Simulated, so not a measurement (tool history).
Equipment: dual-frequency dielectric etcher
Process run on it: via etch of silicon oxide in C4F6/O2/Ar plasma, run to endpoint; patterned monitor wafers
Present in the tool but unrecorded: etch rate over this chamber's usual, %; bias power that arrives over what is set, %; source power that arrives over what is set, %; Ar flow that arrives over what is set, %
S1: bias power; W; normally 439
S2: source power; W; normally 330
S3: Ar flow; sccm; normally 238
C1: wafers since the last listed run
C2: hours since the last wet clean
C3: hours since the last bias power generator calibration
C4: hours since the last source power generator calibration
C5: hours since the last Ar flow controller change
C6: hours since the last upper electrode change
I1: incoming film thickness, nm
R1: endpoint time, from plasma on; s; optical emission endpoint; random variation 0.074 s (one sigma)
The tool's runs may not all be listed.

| run | hour | S1 | S2 | S3 | C1 | C2 | C3 | C4 | C5 | C6 | I1 | R1 |
|---|---|---|---|---|---|---|---|---|---|---|---|---|
| 1 | 0.0 | 439 | 330 | 238 | 0 | 250.4 | 3732.2 | 3864.3 | 5246.8 | 4256.5 | 103.6 | 25.2 |
| 2 | 47.0 | 439 | 330 | 238 | 433 | 297.4 | 3779.2 | 3911.3 | 5293.8 | 4303.5 | 103.9 | 25.3 |
| 3 | 70.4 | 439 | 330 | 238 | 215 | 320.8 | 3802.6 | 3934.7 | 5317.2 | 4326.9 | 103.8 | 25.4 |
| 4 | 77.9 | 439 | 330 | 238 | 69 | 328.3 | 3810.1 | 3942.2 | 5324.7 | 4334.4 | 103.7 | 25.1 |
| 5 | 105.5 | 439 | 330 | 238 | 254 | 355.9 | 3837.7 | 3969.8 | 5352.3 | 4362.0 | 104.0 | 25.2 |
| 6 | 116.3 | 439 | 330 | 238 | 99 | 366.7 | 3848.5 | 3980.6 | 5363.1 | 4372.8 | 103.3 | 25.3 |
| 7 | 129.1 | 439 | 330 | 238 | 118 | 379.5 | 3861.3 | 3993.4 | 5375.9 | 4385.6 | 104.2 | 25.4 |
|  | 140.8 | bias power generator calibrated |
| 8 | 141.3 | 439 | 330 | 238 | 75 | 391.7 | 0.5 | 4005.6 | 5388.1 | 4397.8 | 103.6 | 25.4 |
| 9 | 150.7 | 439 | 330 | 238 | 86 | 401.1 | 9.9 | 4015.0 | 5397.5 | 4407.2 | 102.9 | 25.2 |
| 10 | 165.5 | 439 | 330 | 238 | 136 | 415.9 | 24.7 | 4029.8 | 5412.3 | 4422.0 | 103.7 | 25.3 |
| 11 | 173.5 | 439 | 390 | 238 | 73 | 423.9 | 32.7 | 4037.8 | 5420.3 | 4430.0 | 104.1 | 23.8 |
|  | 179.3 | source power generator calibrated |
| 12 | 187.7 | 490 | 330 | 238 | 94 | 438.1 | 46.9 | 8.4 | 5434.5 | 4444.2 | 102.7 | 24.5 |
| 13 | 203.7 | 439 | 330 | 238 | 147 | 454.1 | 62.9 | 24.4 | 5450.5 | 4460.2 | 103.7 | 25.5 |
|  | 230.2 | wet clean of the chamber |
|  | 239.7 | Ar flow controller replaced |
|  | 244.7 | upper electrode replaced |
| 14 | 245.2 | 488 | 310 | 254 | 60 | 15.0 | 104.4 | 65.9 | 5.5 | 0.5 | 103.7 | 24.9 |
| 15 | 245.5 | 491 | 260 | 238 | 2 | 15.3 | 104.7 | 66.2 | 5.8 | 0.8 | 104.5 | 26.7 |

The next listed run, before its measurement:
| 16 | 245.8 | 407 | 300 | 256 | 2 | 15.6 | 105.0 | 66.5 | 6.1 | 1.1 | 103.6 | ? |

Run 16 produced R1 26.3 s.
Minus the tool's unlogged condition, the same run would have read R1 26.3 s.
